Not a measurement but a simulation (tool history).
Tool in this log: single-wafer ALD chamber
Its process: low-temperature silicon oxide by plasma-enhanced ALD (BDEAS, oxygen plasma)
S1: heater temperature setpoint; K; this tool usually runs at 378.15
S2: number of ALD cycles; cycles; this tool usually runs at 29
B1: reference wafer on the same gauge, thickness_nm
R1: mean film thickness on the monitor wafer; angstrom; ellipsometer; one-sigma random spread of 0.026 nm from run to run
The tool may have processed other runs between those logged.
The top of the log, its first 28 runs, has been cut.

run	hour	S1	S2	B1	R1
29	2035.4	378.15	29	5.265	44.92
30	2137.2	378.15	25	5.259	38.13
31	2215.9	378.15	29	5.264	44.28
32	2260.2	383.15	24	5.264	36.3
33	2311.1	390.15	29	5.265	42.99
34	2371.5	378.15	29	5.26	43.93
35	2440	384.15	32	5.263	48.71
36	2547.1	390.15	25	5.258	37.05
37	2601.6	365.15	27	5.255	43.08
38	2655.4	378.15	24	5.262	36.93
39	2715.4	367.15	26	5.257	41.17
40	2792.9	382.15	25	5.257	37.9
41	2892.6	378.15	29	5.268	44.35
42	2936.4	387.15	29	5.253	43.23

Each row is a separate what-if for the run after 42, all from the same tool condition, not one after another. Results?
A	2936.8	391.15	29	?	?
B	2936.8	382.15	33	?	?
C	2936.8	393.15	31	?	?
D	2936.8	366.15	24	?	?
E	2936.8	371.15	34	?	?

run	B1	R1
A	5.261	43.01
B	5.261	49.88
C	5.261	45.78
D	5.261	38.07
E	5.261	52.86
With no hidden state in the tool, these same runs would have given:
run	R1
A	43.01
B	49.88
C	45.78
D	38.07
E	52.86
